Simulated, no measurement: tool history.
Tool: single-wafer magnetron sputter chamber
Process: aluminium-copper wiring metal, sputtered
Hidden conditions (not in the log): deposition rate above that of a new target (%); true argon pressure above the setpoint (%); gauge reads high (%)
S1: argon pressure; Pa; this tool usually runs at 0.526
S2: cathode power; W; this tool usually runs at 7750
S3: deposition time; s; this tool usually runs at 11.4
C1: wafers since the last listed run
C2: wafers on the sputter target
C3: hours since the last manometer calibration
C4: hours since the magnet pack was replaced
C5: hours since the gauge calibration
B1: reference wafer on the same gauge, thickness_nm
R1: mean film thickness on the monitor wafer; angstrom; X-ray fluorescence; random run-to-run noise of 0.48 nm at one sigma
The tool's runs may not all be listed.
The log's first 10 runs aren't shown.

{"run": 11, "hour": 452.0, "S1": 0.526, "S2": 7750, "S3": 12.1, "C1": 1386, "C2": 5280, "C3": 1562.0, "C4": 10100.6, "C5": 1228.1, "B1": 140.896, "R1": 1543.03}
{"run": 12, "hour": 483.5, "S1": 0.526, "S2": 7750, "S3": 11.4, "C1": 1119, "C2": 6400, "C3": 1593.5, "C4": 10132.1, "C5": 1259.6, "B1": 140.96, "R1": 1448.32}
{"run": 13, "hour": 507.7, "S1": 0.526, "S2": 7750, "S3": 11.4, "C1": 860, "C2": 7260, "C3": 1617.7, "C4": 10156.3, "C5": 1283.8, "B1": 141.016, "R1": 1457.44}
{"run": 14, "hour": 577.6, "S1": 0.441, "S2": 8400, "S3": 10.4, "C1": 2484, "C2": 9745, "C3": 1687.6, "C4": 10226.2, "C5": 1353.7, "B1": 140.934, "R1": 1485.27}
{"hour": 609.7, "done": "magnet pack replaced"}
{"run": 15, "hour": 610.2, "S1": 0.526, "S2": 7750, "S3": 11.4, "C1": 874, "C2": 10620, "C3": 1720.2, "C4": 0.5, "C5": 1386.3, "B1": 141.051, "R1": 1472.14}
{"run": 16, "hour": 670.7, "S1": 0.526, "S2": 5850, "S3": 9.2, "C1": 2150, "C2": 12770, "C3": 1780.7, "C4": 61.0, "C5": 1446.8, "B1": 140.957, "R1": 942.39}
{"hour": 690.1, "done": "capacitance manometer re-zeroed and calibrated"}
{"run": 17, "hour": 719.4, "S1": 0.321, "S2": 6250, "S3": 10.0, "C1": 1446, "C2": 14217, "C3": 29.3, "C4": 109.7, "C5": 1495.5, "B1": 140.959, "R1": 1148.91}
{"hour": 761.7, "done": "sputter target and shields replaced"}
{"run": 18, "hour": 762.2, "S1": 0.668, "S2": 5950, "S3": 12.1, "C1": 1237, "C2": 16, "C3": 72.1, "C4": 152.5, "C5": 1538.3, "B1": 141.071, "R1": 1129.99}
{"run": 19, "hour": 784.6, "S1": 0.526, "S2": 8900, "S3": 9.8, "C1": 796, "C2": 812, "C3": 94.5, "C4": 174.9, "C5": 1560.7, "B1": 141.07, "R1": 1355.86}
{"run": 20, "hour": 829.0, "S1": 0.526, "S2": 7750, "S3": 11.4, "C1": 1578, "C2": 2391, "C3": 138.9, "C4": 219.3, "C5": 1605.1, "B1": 140.977, "R1": 1414.29}
{"run": 21, "hour": 878.2, "S1": 0.387, "S2": 7750, "S3": 11.4, "C1": 1748, "C2": 4139, "C3": 188.1, "C4": 268.5, "C5": 1654.3, "B1": 140.904, "R1": 1505.86}
{"run": 22, "hour": 959.4, "S1": 0.526, "S2": 7750, "S3": 11.4, "C1": 2886, "C2": 7026, "C3": 269.3, "C4": 349.7, "C5": 1735.5, "B1": 141.014, "R1": 1409.05}
{"run": 23, "hour": 1022.8, "S1": 0.526, "S2": 7750, "S3": 11.4, "C1": 2253, "C2": 9280, "C3": 332.7, "C4": 413.1, "C5": 1798.9, "B1": 141.125, "R1": 1404.68}
{"run": 24, "hour": 1094.8, "S1": 0.526, "S2": 7750, "S3": 11.4, "C1": 2559, "C2": 11839, "C3": 404.7, "C4": 485.1, "C5": 1870.9, "B1": 141.009, "R1": 1408.94}
{"hour": 1127.1, "done": "gauge calibrated"}
{"hour": 1146.8, "done": "sputter target and shields replaced"}
{"run": 25, "hour": 1171.4, "S1": 0.526, "S2": 6200, "S3": 11.4, "C1": 2438, "C2": 876, "C3": 481.3, "C4": 561.7, "C5": 44.3, "B1": 140.983, "R1": 1176.14}
{"run": 26, "hour": 1200.2, "S1": 0.679, "S2": 6900, "S3": 13.6, "C1": 1023, "C2": 1899, "C3": 510.1, "C4": 590.5, "C5": 73.1, "B1": 141.1, "R1": 1429.78}
{"run": 27, "hour": 1264.4, "S1": 0.526, "S2": 7750, "S3": 11.4, "C1": 2282, "C2": 4181, "C3": 574.3, "C4": 654.7, "C5": 137.3, "B1": 141.128, "R1": 1416.87}
{"run": 28, "hour": 1325.2, "S1": 0.526, "S2": 7750, "S3": 11.4, "C1": 2161, "C2": 6343, "C3": 635.1, "C4": 715.5, "C5": 198.1, "B1": 141.006, "R1": 1413.98}
{"run": 29, "hour": 1390.3, "S1": 0.526, "S2": 9100, "S3": 10.1, "C1": 2314, "C2": 8657, "C3": 700.2, "C4": 780.6, "C5": 263.2, "B1": 140.969, "R1": 1448.84}
{"run": 30, "hour": 1555.8, "S1": 0.468, "S2": 8900, "S3": 11.4, "C1": 5883, "C2": 14540, "C3": 865.7, "C4": 946.1, "C5": 428.7, "B1": 141.053, "R1": 1642.66}
{"run": 31, "hour": 1586.8, "S1": 0.733, "S2": 7750, "S3": 11.4, "C1": 1101, "C2": 15642, "C3": 896.7, "C4": 977.1, "C5": 459.7, "B1": 141.033, "R1": 1311.1}
{"hour": 1638.2, "done": "sputter target and shields replaced"}
{"run": 32, "hour": 1643.7, "S1": 0.397, "S2": 6600, "S3": 12.6, "C1": 1738, "C2": 195, "C3": 953.6, "C4": 1034.0, "C5": 516.6, "B1": 140.992, "R1": 1454.96}
{"run": 33, "hour": 1701.8, "S1": 0.526, "S2": 7750, "S3": 12.1, "C1": 2065, "C2": 2260, "C3": 1011.7, "C4": 1092.1, "C5": 574.7, "B1": 140.998, "R1": 1516.52}
{"run": 34, "hour": 1758.0, "S1": 0.657, "S2": 7750, "S3": 11.4, "C1": 1997, "C2": 4258, "C3": 1067.9, "C4": 1148.3, "C5": 630.9, "B1": 141.041, "R1": 1351.43}
{"run": 35, "hour": 1787.5, "S1": 0.526, "S2": 9650, "S3": 11.4, "C1": 1048, "C2": 5306, "C3": 1097.4, "C4": 1177.8, "C5": 660.4, "B1": 141.02, "R1": 1722.89}

Predict each of these 3 candidate next runs independently; none follows another, all start after run 35:
{"run": "A", "hour": 1787.9, "S1": 0.661, "S2": 7750, "S3": 11.4, "C1": 14, "C2": 5320, "C3": 1097.8, "C4": 1178.2, "C5": 660.8, "B1": "?", "R1": "?"}
{"run": "B", "hour": 1787.9, "S1": 0.526, "S2": 6550, "S3": 11.4, "C1": 14, "C2": 5320, "C3": 1097.8, "C4": 1178.2, "C5": 660.8, "B1": "?", "R1": "?"}
{"run": "C", "hour": 1787.9, "S1": 0.436, "S2": 7750, "S3": 11.4, "C1": 14, "C2": 5320, "C3": 1097.8, "C4": 1178.2, "C5": 660.8, "B1": "?", "R1": "?"}

run=A B1=140.933 R1=1351.34
run=B B1=140.933 R1=1245.96
run=C B1=140.933 R1=1488.43
What these runs would have given with no unlogged condition in the tool:
run=A R1=1326.80
run=B R1=1227.07
run=C R1=1468.97

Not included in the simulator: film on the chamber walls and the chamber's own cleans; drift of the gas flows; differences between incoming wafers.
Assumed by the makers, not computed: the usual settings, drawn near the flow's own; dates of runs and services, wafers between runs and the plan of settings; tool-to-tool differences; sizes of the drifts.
